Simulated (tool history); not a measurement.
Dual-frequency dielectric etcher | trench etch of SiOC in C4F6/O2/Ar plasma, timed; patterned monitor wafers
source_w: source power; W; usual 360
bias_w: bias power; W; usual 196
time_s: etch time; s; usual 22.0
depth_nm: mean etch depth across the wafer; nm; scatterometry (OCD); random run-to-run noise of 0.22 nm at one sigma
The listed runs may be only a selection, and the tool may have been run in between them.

| run | hour | source_w | bias_w | time_s | wafers since the last listed run | hours since the last wet clean | hours since the last source power generator calibration | hours since the last bias power generator calibration | hours since the last upper electrode change | hours since the gauge calibration | read-back reference wafer on the same gauge, depth_nm | depth_nm |
|---|---|---|---|---|---|---|---|---|---|---|---|---|
| 1 | 0.0 | 360 | 196 | 22.0 | 0 | 307.9 | 3658.6 | 1440.1 | 4493.1 | 165.2 | 37.07 | 44.57 |
| 2 | 17.1 | 360 | 196 | 22.0 | 322 | 325.0 | 3675.7 | 1457.2 | 4510.2 | 182.3 | 37.10 | 44.52 |
| 3 | 44.1 | 360 | 196 | 22.0 | 508 | 352.0 | 3702.7 | 1484.2 | 4537.2 | 209.3 | 37.07 | 44.72 |
| 4 | 56.4 | 360 | 172 | 22.0 | 231 | 364.3 | 3715.0 | 1496.5 | 4549.5 | 221.6 | 37.09 | 42.76 |
| 5 | 69.0 | 360 | 196 | 24.0 | 237 | 376.9 | 3727.6 | 1509.1 | 4562.1 | 234.2 | 37.12 | 48.71 |
| 6 | 90.0 | 360 | 196 | 24.0 | 395 | 397.9 | 3748.6 | 1530.1 | 4583.1 | 255.2 | 37.14 | 49.10 |
| 7 | 120.1 | 360 | 196 | 24.0 | 566 | 428.0 | 3778.7 | 1560.2 | 4613.2 | 285.3 | 37.12 | 49.00 |
| 8 | 136.7 | 360 | 196 | 22.0 | 312 | 444.6 | 3795.3 | 1576.8 | 4629.8 | 301.9 | 37.13 | 45.38 |
|  | 177.7 | wet clean of the chamber |
| 9 | 178.2 | 360 | 196 | 22.0 | 329 | 0.5 | 3836.8 | 1618.3 | 4671.3 | 343.4 | 37.07 | 43.04 |
| 10 | 191.5 | 360 | 196 | 22.0 | 250 | 13.8 | 3850.1 | 1631.6 | 4684.6 | 356.7 | 37.08 | 43.00 |
| 11 | 209.3 | 320 | 196 | 19.5 | 335 | 31.6 | 3867.9 | 1649.4 | 4702.4 | 374.5 | 37.09 | 36.08 |
| 12 | 239.3 | 360 | 196 | 24.5 | 564 | 61.6 | 3897.9 | 1679.4 | 4732.4 | 404.5 | 37.07 | 48.34 |
| 13 | 258.5 | 360 | 196 | 24.5 | 361 | 80.8 | 3917.1 | 1698.6 | 4751.6 | 423.7 | 37.14 | 48.52 |
| 14 | 291.1 | 360 | 196 | 22.0 | 613 | 113.4 | 3949.7 | 1731.2 | 4784.2 | 456.3 | 37.07 | 43.26 |
| 15 | 309.1 | 330 | 196 | 22.0 | 338 | 131.4 | 3967.7 | 1749.2 | 4802.2 | 474.3 | 37.11 | 41.79 |
|  | 317.3 | bias power generator calibrated |
| 16 | 338.0 | 420 | 183 | 18.5 | 468 | 160.3 | 3996.6 | 20.7 | 4831.1 | 503.2 | 37.08 | 38.74 |
|  | 343.6 | source power generator calibrated |
| 17 | 356.3 | 320 | 241 | 17.5 | 269 | 178.6 | 12.7 | 39.0 | 4849.4 | 521.5 | 37.12 | 35.34 |
| 18 | 382.8 | 290 | 222 | 24.5 | 499 | 205.1 | 39.2 | 65.5 | 4875.9 | 548.0 | 37.09 | 45.97 |
| 19 | 395.5 | 360 | 174 | 18.5 | 239 | 217.8 | 51.9 | 78.2 | 4888.6 | 560.7 | 37.06 | 35.50 |
|  | 403.8 | gauge calibrated |
| 20 | 412.1 | 360 | 219 | 22.0 | 312 | 234.4 | 68.5 | 94.8 | 4905.2 | 8.3 | 37.06 | 45.10 |
| 21 | 427.5 | 360 | 196 | 22.0 | 289 | 249.8 | 83.9 | 110.2 | 4920.6 | 23.7 | 37.13 | 44.09 |
|  | 474.3 | upper electrode replaced |
| 22 | 474.8 | 360 | 196 | 22.0 | 438 | 297.1 | 131.2 | 157.5 | 0.5 | 71.0 | 37.11 | 44.80 |
| 23 | 485.0 | 360 | 196 | 27.0 | 192 | 307.3 | 141.4 | 167.7 | 10.7 | 81.2 | 37.07 | 54.44 |
| 24 | 500.7 | 360 | 149 | 19.5 | 295 | 323.0 | 157.1 | 183.4 | 26.4 | 96.9 | 37.07 | 36.32 |
| 25 | 515.6 | 360 | 196 | 22.0 | 280 | 337.9 | 172.0 | 198.3 | 41.3 | 111.8 | 37.05 | 44.44 |
| 26 | 542.2 | 300 | 179 | 24.0 | 500 | 364.5 | 198.6 | 224.9 | 67.9 | 138.4 | 37.11 | 43.19 |
| 27 | 555.8 | 440 | 174 | 25.5 | 256 | 378.1 | 212.2 | 238.5 | 81.5 | 152.0 | 37.06 | 54.80 |
| 28 | 587.0 | 360 | 196 | 22.0 | 587 | 409.3 | 243.4 | 269.7 | 112.7 | 183.2 | 37.07 | 44.96 |
|  | 624.5 | wet clean of the chamber |
| 29 | 625.0 | 360 | 156 | 19.0 | 263 | 0.5 | 281.4 | 307.7 | 150.7 | 221.2 | 37.02 | 34.37 |
| 30 | 652.6 | 360 | 196 | 22.0 | 519 | 28.1 | 309.0 | 335.3 | 178.3 | 248.8 | 37.06 | 42.09 |

Each row is a separate what-if for the run after 30, all from the same tool condition, not one after another. Results?
| A | 653.0 | 360 | 196 | 22.0 | 7 | 28.5 | 309.4 | 335.7 | 178.7 | 249.2 | ? | ? |
| B | 653.0 | 300 | 196 | 18.0 | 7 | 28.5 | 309.4 | 335.7 | 178.7 | 249.2 | ? | ? |
| C | 653.0 | 360 | 228 | 28.5 | 7 | 28.5 | 309.4 | 335.7 | 178.7 | 249.2 | ? | ? |
| D | 653.0 | 310 | 196 | 22.0 | 7 | 28.5 | 309.4 | 335.7 | 178.7 | 249.2 | ? | ? |

| run | read-back reference wafer on the same gauge, depth_nm | depth_nm |
|---|---|---|
| A | 37.07 | 42.68 |
| B | 37.07 | 31.91 |
| C | 37.07 | 57.86 |
| D | 37.07 | 39.65 |
Take away the tool's hidden state, keep each run's random variation, and the runs would have read:
| run | depth_nm |
|---|---|
| A | 42.87 |
| B | 32.06 |
| C | 58.13 |
| D | 39.84 |
